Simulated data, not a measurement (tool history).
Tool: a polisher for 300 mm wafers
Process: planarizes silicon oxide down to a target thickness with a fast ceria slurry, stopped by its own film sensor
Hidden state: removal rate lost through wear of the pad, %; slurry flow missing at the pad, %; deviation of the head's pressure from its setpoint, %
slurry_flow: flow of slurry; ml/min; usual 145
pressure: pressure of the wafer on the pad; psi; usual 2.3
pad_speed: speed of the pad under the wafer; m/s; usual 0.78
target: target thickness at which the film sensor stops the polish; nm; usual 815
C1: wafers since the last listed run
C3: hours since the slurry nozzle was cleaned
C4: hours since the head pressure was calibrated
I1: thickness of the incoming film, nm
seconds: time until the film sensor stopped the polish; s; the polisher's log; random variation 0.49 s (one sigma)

run 1 day=0.000 | slurry_flow=145 pressure=2.3 pad_speed=0.78 target=815 | C1=0 wafers_polished_on_this_pad=222 C3=143.4 C4=1428.7 | I1=1474.2 | seconds=52.6
-- day=0.612 head pressure recalibrated
run 2 day=1.283 | slurry_flow=145 pressure=2.3 pad_speed=0.78 target=815 | C1=300 wafers_polished_on_this_pad=523 C3=174.2 C4=16.1 | I1=1451.5 | seconds=55.2
run 3 day=3.054 | slurry_flow=145 pressure=2.3 pad_speed=0.78 target=815 | C1=443 wafers_polished_on_this_pad=966 C3=216.7 C4=58.6 | I1=1428.4 | seconds=53.2
run 4 day=4.067 | slurry_flow=145 pressure=2.3 pad_speed=0.78 target=815 | C1=253 wafers_polished_on_this_pad=1220 C3=241.0 C4=82.9 | I1=1444.7 | seconds=54.6
run 5 day=6.029 | slurry_flow=145 pressure=2.3 pad_speed=0.78 target=815 | C1=491 wafers_polished_on_this_pad=1712 C3=288.1 C4=130.0 | I1=1480.6 | seconds=57.3
run 6 day=8.088 | slurry_flow=145 pressure=2.3 pad_speed=0.56 target=815 | C1=515 wafers_polished_on_this_pad=2228 C3=337.5 C4=179.4 | I1=1443.0 | seconds=74.9
run 7 day=9.758 | slurry_flow=145 pressure=2.3 pad_speed=0.56 target=815 | C1=418 wafers_polished_on_this_pad=2646 C3=377.6 C4=219.5 | I1=1469.0 | seconds=78.1
-- day=12.917 worn pad replaced by a new one
run 8 day=13.858 | slurry_flow=110 pressure=2.3 pad_speed=0.78 target=753 | C1=985 wafers_polished_on_this_pad=235 C3=476.0 C4=317.9 | I1=1469.6 | seconds=63.0
run 9 day=15.092 | slurry_flow=145 pressure=2.3 pad_speed=0.78 target=763 | C1=309 wafers_polished_on_this_pad=544 C3=505.6 C4=347.5 | I1=1465.8 | seconds=60.5
run 10 day=18.012 | slurry_flow=145 pressure=2.3 pad_speed=0.78 target=815 | C1=731 wafers_polished_on_this_pad=1276 C3=575.7 C4=417.6 | I1=1483.8 | seconds=56.7
run 11 day=20.233 | slurry_flow=145 pressure=2.3 pad_speed=0.78 target=815 | C1=556 wafers_polished_on_this_pad=1833 C3=629.0 C4=470.9 | I1=1476.2 | seconds=55.0
run 12 day=21.579 | slurry_flow=145 pressure=2.3 pad_speed=0.78 target=815 | C1=337 wafers_polished_on_this_pad=2170 C3=661.3 C4=503.2 | I1=1459.5 | seconds=53.8
run 13 day=23.646 | slurry_flow=145 pressure=2.3 pad_speed=0.78 target=815 | C1=517 wafers_polished_on_this_pad=2688 C3=710.9 C4=552.8 | I1=1461.4 | seconds=54.4
-- day=24.275 slurry nozzle cleaned
run 14 day=26.225 | slurry_flow=145 pressure=2.1 pad_speed=0.78 target=815 | C1=635 wafers_polished_on_this_pad=3324 C3=46.8 C4=614.7 | I1=1466.9 | seconds=58.6
run 15 day=28.988 | slurry_flow=145 pressure=2.1 pad_speed=0.78 target=815 | C1=692 wafers_polished_on_this_pad=4016 C3=113.1 C4=681.0 | I1=1467.4 | seconds=59.4
-- day=30.021 worn pad replaced by a new one, of another model than before
run 16 day=30.162 | slurry_flow=145 pressure=2.1 pad_speed=0.78 target=815 | C1=252 wafers_polished_on_this_pad=35 C3=141.3 C4=709.2 | I1=1480.2 | seconds=59.8
run 17 day=31.383 | slurry_flow=145 pressure=2.3 pad_speed=0.78 target=815 | C1=305 wafers_polished_on_this_pad=341 C3=170.6 C4=738.5 | I1=1466.3 | seconds=54.7
run 18 day=32.404 | slurry_flow=145 pressure=2.6 pad_speed=0.78 target=815 | C1=255 wafers_polished_on_this_pad=597 C3=195.1 C4=763.0 | I1=1435.6 | seconds=47.7
run 19 day=35.150 | slurry_flow=175 pressure=2.9 pad_speed=0.98 target=919 | C1=688 wafers_polished_on_this_pad=1285 C3=261.0 C4=828.9 | I1=1466.9 | seconds=32.7
run 20 day=36.604 | slurry_flow=145 pressure=2.3 pad_speed=0.78 target=815 | C1=364 wafers_polished_on_this_pad=1649 C3=295.9 C4=863.8 | I1=1469.0 | seconds=54.4
run 21 day=38.158 | slurry_flow=145 pressure=2.1 pad_speed=0.78 target=815 | C1=389 wafers_polished_on_this_pad=2039 C3=333.2 C4=901.1 | I1=1452.3 | seconds=56.5
run 22 day=40.662 | slurry_flow=100 pressure=2.6 pad_speed=0.78 target=815 | C1=627 wafers_polished_on_this_pad=2666 C3=393.3 C4=961.2 | I1=1485.7 | seconds=59.3
run 23 day=41.821 | slurry_flow=145 pressure=2.3 pad_speed=0.78 target=815 | C1=290 wafers_polished_on_this_pad=2956 C3=421.1 C4=989.0 | I1=1466.8 | seconds=54.8
run 24 day=43.196 | slurry_flow=145 pressure=1.7 pad_speed=0.78 target=815 | C1=344 wafers_polished_on_this_pad=3301 C3=454.1 C4=1022.0 | I1=1454.8 | seconds=63.7
run 25 day=45.088 | slurry_flow=180 pressure=2.0 pad_speed=0.70 target=815 | C1=474 wafers_polished_on_this_pad=3775 C3=499.5 C4=1067.4 | I1=1466.7 | seconds=60.2
-- day=46.529 worn pad replaced by a new one
run 26 day=47.242 | slurry_flow=145 pressure=2.3 pad_speed=0.70 target=815 | C1=498 wafers_polished_on_this_pad=178 C3=551.2 C4=1119.1 | I1=1483.8 | seconds=58.8
run 27 day=49.962 | slurry_flow=145 pressure=2.3 pad_speed=0.78 target=815 | C1=681 wafers_polished_on_this_pad=860 C3=616.5 C4=1184.4 | I1=1459.8 | seconds=53.3
-- day=52.133 head pressure recalibrated
run 28 day=52.725 | slurry_flow=145 pressure=2.3 pad_speed=0.78 target=815 | C1=671 wafers_polished_on_this_pad=1531 C3=682.8 C4=14.2 | I1=1433.6 | seconds=54.3
run 29 day=54.462 | slurry_flow=105 pressure=1.7 pad_speed=1.00 target=815 | C1=435 wafers_polished_on_this_pad=1967 C3=724.5 C4=55.9 | I1=1474.9 | seconds=67.4
run 30 day=56.908 | slurry_flow=100 pressure=1.8 pad_speed=0.78 target=815 | C1=612 wafers_polished_on_this_pad=2579 C3=783.2 C4=114.6 | I1=1459.8 | seconds=77.0
-- day=58.667 slurry nozzle cleaned
run 31 day=59.375 | slurry_flow=120 pressure=2.3 pad_speed=0.78 target=609 | C1=607 wafers_polished_on_this_pad=3187 C3=17.0 C4=173.8 | I1=1457.7 | seconds=77.8
-- day=61.033 worn pad replaced by a new one
run 32 day=62.175 | slurry_flow=145 pressure=2.3 pad_speed=0.78 target=986 | C1=659 wafers_polished_on_this_pad=286 C3=84.2 C4=241.0 | I1=1470.5 | seconds=42.2
run 33 day=64.517 | slurry_flow=180 pressure=2.0 pad_speed=0.70 target=815 | C1=586 wafers_polished_on_this_pad=873 C3=140.4 C4=297.2 | I1=1449.7 | seconds=59.9
run 34 day=65.883 | slurry_flow=145 pressure=2.3 pad_speed=0.78 target=663 | C1=342 wafers_polished_on_this_pad=1215 C3=173.2 C4=330.0 | I1=1467.8 | seconds=67.8
run 35 day=68.279 | slurry_flow=145 pressure=2.8 pad_speed=0.78 target=618 | C1=600 wafers_polished_on_this_pad=1816 C3=230.7 C4=387.5 | I1=1463.4 | seconds=62.5
run 36 day=69.683 | slurry_flow=175 pressure=2.3 pad_speed=0.92 target=1010 | C1=351 wafers_polished_on_this_pad=2168 C3=264.4 C4=421.2 | I1=1482.8 | seconds=35.4
run 37 day=72.129 | slurry_flow=185 pressure=1.9 pad_speed=0.50 target=815 | C1=612 wafers_polished_on_this_pad=2781 C3=323.1 C4=479.9 | I1=1454.4 | seconds=73.9
-- day=75.133 worn pad replaced by a new one
run 38 day=75.154 | slurry_flow=145 pressure=2.3 pad_speed=0.78 target=815 | C1=716 wafers_polished_on_this_pad=5 C3=395.7 C4=552.5 | I1=1463.7 | seconds=54.4

3 ways to go on from here, each from the tool as it stands after run 38. What would each give?
run A day=75.171 | slurry_flow=125 pressure=2.3 pad_speed=0.78 target=815 | C1=4 wafers_polished_on_this_pad=9 C3=396.1 C4=552.9 | I1=1455.7 | seconds=?
run B day=75.171 | slurry_flow=105 pressure=2.3 pad_speed=0.78 target=668 | C1=4 wafers_polished_on_this_pad=9 C3=396.1 C4=552.9 | I1=1455.7 | seconds=?
run C day=75.171 | slurry_flow=115 pressure=3.0 pad_speed=0.78 target=815 | C1=4 wafers_polished_on_this_pad=9 C3=396.1 C4=552.9 | I1=1455.7 | seconds=?

run=A seconds=56.2
run=B seconds=74.4
run=C seconds=48.3
Without the tool's hidden state the same runs would have given:
run=A seconds=58.1
run=B seconds=77.0
run=C seconds=49.9
